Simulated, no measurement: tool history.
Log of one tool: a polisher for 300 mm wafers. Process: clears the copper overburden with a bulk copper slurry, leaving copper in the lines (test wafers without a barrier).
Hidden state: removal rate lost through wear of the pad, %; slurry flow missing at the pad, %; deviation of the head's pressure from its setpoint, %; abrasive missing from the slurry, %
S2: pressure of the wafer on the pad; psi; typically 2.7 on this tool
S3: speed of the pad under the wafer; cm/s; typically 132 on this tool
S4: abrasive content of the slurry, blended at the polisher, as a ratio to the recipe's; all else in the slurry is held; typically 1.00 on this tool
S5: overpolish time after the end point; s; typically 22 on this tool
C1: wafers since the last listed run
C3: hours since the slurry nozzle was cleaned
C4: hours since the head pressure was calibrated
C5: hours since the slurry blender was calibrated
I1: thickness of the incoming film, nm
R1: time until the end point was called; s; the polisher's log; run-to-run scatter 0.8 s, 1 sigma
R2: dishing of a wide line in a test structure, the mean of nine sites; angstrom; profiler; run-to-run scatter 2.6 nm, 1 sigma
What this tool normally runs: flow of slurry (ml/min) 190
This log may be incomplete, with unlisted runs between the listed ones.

{"run": 1, "hour": 0.0, "flow of slurry (ml/min)": 190, "S2": 2.7, "S3": 98, "S4": 1.0, "S5": 22, "C1": 0, "wafers polished on this pad": 1228, "C3": 82.8, "C4": 884.0, "C5": 203.2, "I1": 895.5, "R1": 89.5, "R2": 988}
{"hour": 3.1, "done": "head pressure recalibrated"}
{"run": 2, "hour": 13.1, "flow of slurry (ml/min)": 190, "S2": 2.7, "S3": 98, "S4": 1.0, "S5": 22, "C1": 49, "wafers polished on this pad": 1278, "C3": 95.9, "C4": 10.0, "C5": 216.3, "I1": 901.3, "R1": 89.0, "R2": 1043}
{"run": 3, "hour": 26.5, "flow of slurry (ml/min)": 190, "S2": 2.7, "S3": 132, "S4": 1.0, "S5": 22, "C1": 60, "wafers polished on this pad": 1338, "C3": 109.3, "C4": 23.4, "C5": 229.7, "I1": 889.2, "R1": 72.6, "R2": 1136}
{"hour": 35.8, "done": "worn pad replaced by a new one"}
{"run": 4, "hour": 53.8, "flow of slurry (ml/min)": 190, "S2": 2.7, "S3": 132, "S4": 0.75, "S5": 22, "C1": 104, "wafers polished on this pad": 81, "C3": 136.6, "C4": 50.7, "C5": 257.0, "I1": 903.2, "R1": 80.8, "R2": 1010}
{"run": 5, "hour": 84.7, "flow of slurry (ml/min)": 190, "S2": 2.7, "S3": 132, "S4": 1.0, "S5": 22, "C1": 138, "wafers polished on this pad": 220, "C3": 167.5, "C4": 81.6, "C5": 287.9, "I1": 905.3, "R1": 73.1, "R2": 1058}
{"run": 6, "hour": 104.2, "flow of slurry (ml/min)": 190, "S2": 2.7, "S3": 104, "S4": 1.0, "S5": 10, "C1": 87, "wafers polished on this pad": 307, "C3": 187.0, "C4": 101.1, "C5": 307.4, "I1": 916.7, "R1": 88.2, "R2": 590}
{"run": 7, "hour": 117.4, "flow of slurry (ml/min)": 190, "S2": 2.7, "S3": 132, "S4": 0.9, "S5": 28, "C1": 59, "wafers polished on this pad": 367, "C3": 200.2, "C4": 114.3, "C5": 320.6, "I1": 897.7, "R1": 76.2, "R2": 1131}
{"run": 8, "hour": 134.3, "flow of slurry (ml/min)": 140, "S2": 2.7, "S3": 132, "S4": 1.0, "S5": 22, "C1": 75, "wafers polished on this pad": 443, "C3": 217.1, "C4": 131.2, "C5": 337.5, "I1": 908.5, "R1": 78.9, "R2": 1056}
{"run": 9, "hour": 160.3, "flow of slurry (ml/min)": 245, "S2": 3.3, "S3": 132, "S4": 1.0, "S5": 22, "C1": 116, "wafers polished on this pad": 559, "C3": 243.1, "C4": 157.2, "C5": 363.5, "I1": 908.3, "R1": 62.8, "R2": 1233}
{"run": 10, "hour": 176.6, "flow of slurry (ml/min)": 250, "S2": 2.7, "S3": 96, "S4": 1.15, "S5": 22, "C1": 73, "wafers polished on this pad": 633, "C3": 259.4, "C4": 173.5, "C5": 379.8, "I1": 882.4, "R1": 84.6, "R2": 989}
{"hour": 205.0, "done": "slurry blender recalibrated"}
{"run": 11, "hour": 205.8, "flow of slurry (ml/min)": 190, "S2": 3.5, "S3": 106, "S4": 0.8, "S5": 31, "C1": 122, "wafers polished on this pad": 755, "C3": 288.6, "C4": 202.7, "C5": 0.8, "I1": 907.2, "R1": 71.2, "R2": 1329}
{"run": 12, "hour": 238.0, "flow of slurry (ml/min)": 245, "S2": 2.7, "S3": 120, "S4": 1.25, "S5": 28, "C1": 144, "wafers polished on this pad": 900, "C3": 320.8, "C4": 234.9, "C5": 33.0, "I1": 907.2, "R1": 69.8, "R2": 1234}
{"hour": 276.3, "done": "worn pad replaced by a new one"}
{"run": 13, "hour": 276.8, "flow of slurry (ml/min)": 190, "S2": 2.7, "S3": 132, "S4": 1.0, "S5": 22, "C1": 156, "wafers polished on this pad": 2, "C3": 359.6, "C4": 273.7, "C5": 71.8, "I1": 907.8, "R1": 74.2, "R2": 1125}
{"run": 14, "hour": 287.5, "flow of slurry (ml/min)": 250, "S2": 2.4, "S3": 132, "S4": 1.0, "S5": 22, "C1": 48, "wafers polished on this pad": 50, "C3": 370.3, "C4": 284.4, "C5": 82.5, "I1": 902.1, "R1": 77.2, "R2": 1036}
{"run": 15, "hour": 310.7, "flow of slurry (ml/min)": 190, "S2": 3.4, "S3": 132, "S4": 1.0, "S5": 29, "C1": 104, "wafers polished on this pad": 154, "C3": 393.5, "C4": 307.6, "C5": 105.7, "I1": 902.8, "R1": 60.7, "R2": 1411}
{"run": 16, "hour": 339.7, "flow of slurry (ml/min)": 190, "S2": 2.7, "S3": 122, "S4": 1.15, "S5": 22, "C1": 130, "wafers polished on this pad": 285, "C3": 422.5, "C4": 336.6, "C5": 134.7, "I1": 883.8, "R1": 72.1, "R2": 1047}
{"run": 17, "hour": 360.9, "flow of slurry (ml/min)": 190, "S2": 2.7, "S3": 132, "S4": 1.0, "S5": 22, "C1": 95, "wafers polished on this pad": 380, "C3": 443.7, "C4": 357.8, "C5": 155.9, "I1": 910.4, "R1": 73.3, "R2": 1140}
{"run": 18, "hour": 380.4, "flow of slurry (ml/min)": 190, "S2": 2.7, "S3": 132, "S4": 1.0, "S5": 22, "C1": 87, "wafers polished on this pad": 468, "C3": 463.2, "C4": 377.3, "C5": 175.4, "I1": 888.2, "R1": 73.6, "R2": 1124}
{"run": 19, "hour": 415.2, "flow of slurry (ml/min)": 190, "S2": 3.4, "S3": 172, "S4": 1.0, "S5": 28, "C1": 156, "wafers polished on this pad": 624, "C3": 498.0, "C4": 412.1, "C5": 210.2, "I1": 903.8, "R1": 49.4, "R2": 1382}
{"run": 20, "hour": 443.2, "flow of slurry (ml/min)": 190, "S2": 2.7, "S3": 132, "S4": 1.0, "S5": 22, "C1": 125, "wafers polished on this pad": 750, "C3": 526.0, "C4": 440.1, "C5": 238.2, "I1": 893.1, "R1": 72.2, "R2": 1129}
{"run": 21, "hour": 470.7, "flow of slurry (ml/min)": 190, "S2": 2.7, "S3": 132, "S4": 1.0, "S5": 22, "C1": 123, "wafers polished on this pad": 874, "C3": 553.5, "C4": 467.6, "C5": 265.7, "I1": 903.7, "R1": 73.8, "R2": 1078}
{"hour": 483.4, "done": "slurry nozzle cleaned"}
{"run": 22, "hour": 496.0, "flow of slurry (ml/min)": 190, "S2": 2.7, "S3": 132, "S4": 1.0, "S5": 22, "C1": 109, "wafers polished on this pad": 983, "C3": 12.6, "C4": 492.9, "C5": 291.0, "I1": 903.5, "R1": 74.1, "R2": 1090}
{"run": 23, "hour": 557.6, "flow of slurry (ml/min)": 190, "S2": 3.2, "S3": 132, "S4": 1.0, "S5": 18, "C1": 276, "wafers polished on this pad": 1260, "C3": 74.2, "C4": 554.5, "C5": 352.6, "I1": 900.2, "R1": 63.4, "R2": 1103}
{"hour": 576.8, "done": "worn pad replaced by a new one"}
{"run": 24, "hour": 591.1, "flow of slurry (ml/min)": 190, "S2": 2.7, "S3": 112, "S4": 1.0, "S5": 22, "C1": 132, "wafers polished on this pad": 64, "C3": 107.7, "C4": 588.0, "C5": 386.1, "I1": 903.9, "R1": 83.5, "R2": 979}
{"run": 25, "hour": 615.1, "flow of slurry (ml/min)": 190, "S2": 2.7, "S3": 132, "S4": 1.0, "S5": 22, "C1": 107, "wafers polished on this pad": 172, "C3": 131.7, "C4": 612.0, "C5": 410.1, "I1": 897.9, "R1": 74.9, "R2": 1049}
{"run": 26, "hour": 629.6, "flow of slurry (ml/min)": 255, "S2": 2.5, "S3": 132, "S4": 0.8, "S5": 31, "C1": 65, "wafers polished on this pad": 237, "C3": 146.2, "C4": 626.5, "C5": 424.6, "I1": 897.0, "R1": 81.3, "R2": 1191}
{"hour": 666.0, "done": "slurry blender recalibrated"}
{"run": 27, "hour": 666.5, "flow of slurry (ml/min)": 190, "S2": 2.7, "S3": 132, "S4": 1.0, "S5": 22, "C1": 156, "wafers polished on this pad": 394, "C3": 183.1, "C4": 663.4, "C5": 0.5, "I1": 900.5, "R1": 72.7, "R2": 1123}

5 options for the next run, each taken on its own from the tool as it stands now. Forecast them:
{"run": "A", "hour": 667.0, "flow of slurry (ml/min)": 245, "S2": 2.7, "S3": 132, "S4": 1.0, "S5": 22, "C1": 2, "wafers polished on this pad": 396, "C3": 183.6, "C4": 663.9, "C5": 1.0, "I1": 897.1, "R1": "?", "R2": "?"}
{"run": "B", "hour": 667.0, "flow of slurry (ml/min)": 190, "S2": 2.7, "S3": 86, "S4": 1.3, "S5": 34, "C1": 2, "wafers polished on this pad": 396, "C3": 183.6, "C4": 663.9, "C5": 1.0, "I1": 897.1, "R1": "?", "R2": "?"}
{"run": "C", "hour": 667.0, "flow of slurry (ml/min)": 170, "S2": 2.4, "S3": 158, "S4": 1.0, "S5": 22, "C1": 2, "wafers polished on this pad": 396, "C3": 183.6, "C4": 663.9, "C5": 1.0, "I1": 897.1, "R1": "?", "R2": "?"}
{"run": "D", "hour": 667.0, "flow of slurry (ml/min)": 190, "S2": 3.0, "S3": 132, "S4": 1.0, "S5": 33, "C1": 2, "wafers polished on this pad": 396, "C3": 183.6, "C4": 663.9, "C5": 1.0, "I1": 897.1, "R1": "?", "R2": "?"}
{"run": "E", "hour": 667.0, "flow of slurry (ml/min)": 230, "S2": 2.7, "S3": 170, "S4": 1.0, "S5": 22, "C1": 2, "wafers polished on this pad": 396, "C3": 183.6, "C4": 663.9, "C5": 1.0, "I1": 897.1, "R1": "?", "R2": "?"}

run=A R1=69.2 R2=1102
run=B R1=88.2 R2=1183
run=C R1=70.7 R2=1063
run=D R1=65.4 R2=1314
run=E R1=58.0 R2=1177
What these runs would have given with no unlogged condition in the tool:
run=A R1=68.7 R2=1105
run=B R1=87.6 R2=1186
run=C R1=70.2 R2=1066
run=D R1=64.9 R2=1316
run=E R1=57.6 R2=1180
